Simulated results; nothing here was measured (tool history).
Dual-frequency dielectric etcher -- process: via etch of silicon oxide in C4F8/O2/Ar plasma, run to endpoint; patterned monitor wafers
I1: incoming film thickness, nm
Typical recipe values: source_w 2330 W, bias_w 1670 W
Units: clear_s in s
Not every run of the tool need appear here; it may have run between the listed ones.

{"run": 1, "day": 0.0, "source_w": 2170, "bias_w": 1670, "I1": 1546.7, "clear_s": 302.8}
{"run": 2, "day": 0.658, "source_w": 2330, "bias_w": 1670, "I1": 1524.8, "clear_s": 291.9}
{"run": 3, "day": 1.817, "source_w": 2330, "bias_w": 1670, "I1": 1541.3, "clear_s": 294.6}
{"run": 4, "day": 3.046, "source_w": 2330, "bias_w": 1670, "I1": 1534.9, "clear_s": 296.7}
{"run": 5, "day": 4.446, "source_w": 2330, "bias_w": 1857, "I1": 1542.2, "clear_s": 292.1}
{"run": 6, "day": 5.708, "source_w": 2330, "bias_w": 1670, "I1": 1526.5, "clear_s": 294.6}
{"run": 7, "day": 7.383, "source_w": 2330, "bias_w": 1670, "I1": 1539.7, "clear_s": 300.0}
{"run": 8, "day": 8.275, "source_w": 2330, "bias_w": 1670, "I1": 1535.5, "clear_s": 299.5}
{"day": 8.467, "done": "source power generator calibrated"}
{"run": 9, "day": 8.933, "source_w": 2330, "bias_w": 1670, "I1": 1548.5, "clear_s": 301.7}
{"day": 10.508, "done": "upper electrode replaced"}
{"run": 10, "day": 10.529, "source_w": 2330, "bias_w": 1670, "I1": 1537.8, "clear_s": 302.2}
{"run": 11, "day": 11.179, "source_w": 2330, "bias_w": 1670, "I1": 1542.7, "clear_s": 302.9}
{"run": 12, "day": 12.512, "source_w": 2330, "bias_w": 1670, "I1": 1543.2, "clear_s": 303.3}
{"day": 13.538, "done": "bias power generator calibrated"}
{"day": 14.204, "done": "wet clean of the chamber"}
{"run": 13, "day": 14.225, "source_w": 2330, "bias_w": 1522, "I1": 1539.4, "clear_s": 295.4}
{"run": 14, "day": 15.004, "source_w": 2330, "bias_w": 1670, "I1": 1544.1, "clear_s": 292.4}
{"run": 15, "day": 15.85, "source_w": 2870, "bias_w": 1498, "I1": 1535.7, "clear_s": 273.3}
{"run": 16, "day": 16.671, "source_w": 2560, "bias_w": 1443, "I1": 1545.8, "clear_s": 289.8}
{"run": 17, "day": 17.333, "source_w": 1890, "bias_w": 1300, "I1": 1545.6, "clear_s": 328.8}
{"run": 18, "day": 18.067, "source_w": 2330, "bias_w": 1670, "I1": 1533.7, "clear_s": 293.0}
{"run": 19, "day": 18.712, "source_w": 2170, "bias_w": 1670, "I1": 1538.9, "clear_s": 301.5}
{"run": 20, "day": 19.292, "source_w": 2720, "bias_w": 1470, "I1": 1527.7, "clear_s": 282.5}
{"run": 21, "day": 20.508, "source_w": 2030, "bias_w": 2071, "I1": 1542.1, "clear_s": 299.2}
{"run": 22, "day": 21.429, "source_w": 1820, "bias_w": 1888, "I1": 1534.4, "clear_s": 314.7}
{"run": 23, "day": 22.662, "source_w": 1970, "bias_w": 1372, "I1": 1546.1, "clear_s": 326.4}
{"run": 24, "day": 26.642, "source_w": 2330, "bias_w": 1670, "I1": 1537.7, "clear_s": 297.4}

Below are 4 alternative next runs, each starting from the tool's condition after run 24. Predict each:
{"run": "A", "day": 26.662, "source_w": 1810, "bias_w": 1670, "I1": 1540.4, "clear_s": "?"}
{"run": "B", "day": 26.662, "source_w": 2770, "bias_w": 1670, "I1": 1540.4, "clear_s": "?"}
{"run": "C", "day": 26.662, "source_w": 2330, "bias_w": 1805, "I1": 1540.4, "clear_s": "?"}
{"run": "D", "day": 26.662, "source_w": 2560, "bias_w": 1450, "I1": 1540.4, "clear_s": "?"}

run=A clear_s=327.7
run=B clear_s=282.0
run=C clear_s=296.3
run=D clear_s=296.5
What these runs would have given with no unlogged condition in the tool:
run=A clear_s=319.8
run=B clear_s=275.2
run=C clear_s=289.1
run=D clear_s=289.3

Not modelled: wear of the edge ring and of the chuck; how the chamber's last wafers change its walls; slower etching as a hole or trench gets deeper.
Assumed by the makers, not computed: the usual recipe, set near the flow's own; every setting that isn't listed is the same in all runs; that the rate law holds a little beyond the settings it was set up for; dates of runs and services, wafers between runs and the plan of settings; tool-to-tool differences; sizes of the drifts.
